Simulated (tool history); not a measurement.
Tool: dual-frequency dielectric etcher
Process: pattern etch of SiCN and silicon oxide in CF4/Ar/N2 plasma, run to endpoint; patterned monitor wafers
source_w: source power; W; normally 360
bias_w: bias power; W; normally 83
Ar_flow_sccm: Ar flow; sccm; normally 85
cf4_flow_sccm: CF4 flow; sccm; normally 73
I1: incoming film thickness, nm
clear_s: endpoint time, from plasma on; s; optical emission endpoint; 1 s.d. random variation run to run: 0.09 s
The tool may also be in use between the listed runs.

run 1 hour=0 | source_w=360 bias_w=93 Ar_flow_sccm=85 cf4_flow_sccm=73 | I1=12.71 | clear_s=15.2
-- hour=27.2 bias power generator calibrated
-- hour=29.9 wet clean of the chamber
-- hour=36.3 upper electrode replaced
run 2 hour=36.8 | source_w=360 bias_w=93 Ar_flow_sccm=85 cf4_flow_sccm=73 | I1=12.77 | clear_s=16
run 3 hour=37.1 | source_w=360 bias_w=83 Ar_flow_sccm=85 cf4_flow_sccm=60 | I1=12.64 | clear_s=16.9
-- hour=51.7 source power generator calibrated
run 4 hour=52.2 | source_w=360 bias_w=83 Ar_flow_sccm=85 cf4_flow_sccm=60 | I1=12.69 | clear_s=16.7
run 5 hour=67.4 | source_w=360 bias_w=83 Ar_flow_sccm=85 cf4_flow_sccm=73 | I1=12.71 | clear_s=16.3
run 6 hour=78.4 | source_w=360 bias_w=83 Ar_flow_sccm=96 cf4_flow_sccm=73 | I1=12.7 | clear_s=16.5
run 7 hour=92.1 | source_w=360 bias_w=83 Ar_flow_sccm=85 cf4_flow_sccm=91 | I1=12.76 | clear_s=16
run 8 hour=104.8 | source_w=360 bias_w=83 Ar_flow_sccm=85 cf4_flow_sccm=73 | I1=12.61 | clear_s=16.3
run 9 hour=115.7 | source_w=340 bias_w=83 Ar_flow_sccm=85 cf4_flow_sccm=73 | I1=12.89 | clear_s=17.7
run 10 hour=129.7 | source_w=340 bias_w=83 Ar_flow_sccm=76 cf4_flow_sccm=73 | I1=12.75 | clear_s=17.3
run 11 hour=139.2 | source_w=400 bias_w=83 Ar_flow_sccm=95 cf4_flow_sccm=68 | I1=12.61 | clear_s=14.7
-- hour=176.9 Ar flow controller replaced
run 12 hour=177.4 | source_w=420 bias_w=88 Ar_flow_sccm=99 cf4_flow_sccm=78 | I1=12.71 | clear_s=13.7
run 13 hour=185 | source_w=360 bias_w=69 Ar_flow_sccm=85 cf4_flow_sccm=73 | I1=12.67 | clear_s=17.2
run 14 hour=195.4 | source_w=330 bias_w=90 Ar_flow_sccm=76 cf4_flow_sccm=90 | I1=12.83 | clear_s=17
run 15 hour=202.1 | source_w=430 bias_w=83 Ar_flow_sccm=85 cf4_flow_sccm=67 | I1=12.7 | clear_s=13.3
run 16 hour=211.3 | source_w=360 bias_w=83 Ar_flow_sccm=91 cf4_flow_sccm=73 | I1=12.8 | clear_s=16.4
run 17 hour=227.9 | source_w=360 bias_w=74 Ar_flow_sccm=72 cf4_flow_sccm=73 | I1=12.59 | clear_s=16.4
run 18 hour=238.5 | source_w=360 bias_w=83 Ar_flow_sccm=85 cf4_flow_sccm=67 | I1=12.83 | clear_s=16.5
run 19 hour=251.9 | source_w=360 bias_w=74 Ar_flow_sccm=72 cf4_flow_sccm=73 | I1=12.77 | clear_s=16.5
run 20 hour=268.4 | source_w=360 bias_w=83 Ar_flow_sccm=85 cf4_flow_sccm=73 | I1=12.58 | clear_s=16
run 21 hour=283.4 | source_w=300 bias_w=103 Ar_flow_sccm=102 cf4_flow_sccm=61 | I1=12.73 | clear_s=19.2
run 22 hour=289.7 | source_w=360 bias_w=83 Ar_flow_sccm=71 cf4_flow_sccm=68 | I1=12.74 | clear_s=15.9
run 23 hour=305.2 | source_w=360 bias_w=83 Ar_flow_sccm=91 cf4_flow_sccm=73 | I1=12.72 | clear_s=16.3

Predict each of these 5 candidate next runs independently; none follows another, all start after run 23:
run A hour=305.6 | source_w=360 bias_w=83 Ar_flow_sccm=85 cf4_flow_sccm=73 | I1=12.69 | clear_s=?
run B hour=305.6 | source_w=280 bias_w=103 Ar_flow_sccm=74 cf4_flow_sccm=89 | I1=12.69 | clear_s=?
run C hour=305.6 | source_w=280 bias_w=97 Ar_flow_sccm=93 cf4_flow_sccm=73 | I1=12.69 | clear_s=?
run D hour=305.6 | source_w=360 bias_w=100 Ar_flow_sccm=98 cf4_flow_sccm=73 | I1=12.69 | clear_s=?
run E hour=305.6 | source_w=360 bias_w=77 Ar_flow_sccm=85 cf4_flow_sccm=55 | I1=12.69 | clear_s=?

run=A clear_s=16
run=B clear_s=19.3
run=C clear_s=20.7
run=D clear_s=15.4
run=E clear_s=17
Stripped of hidden state, with their random variation kept, the same runs would have yielded:
run=A clear_s=16.3
run=B clear_s=19.7
run=C clear_s=21.1
run=D clear_s=15.7
run=E clear_s=17.3
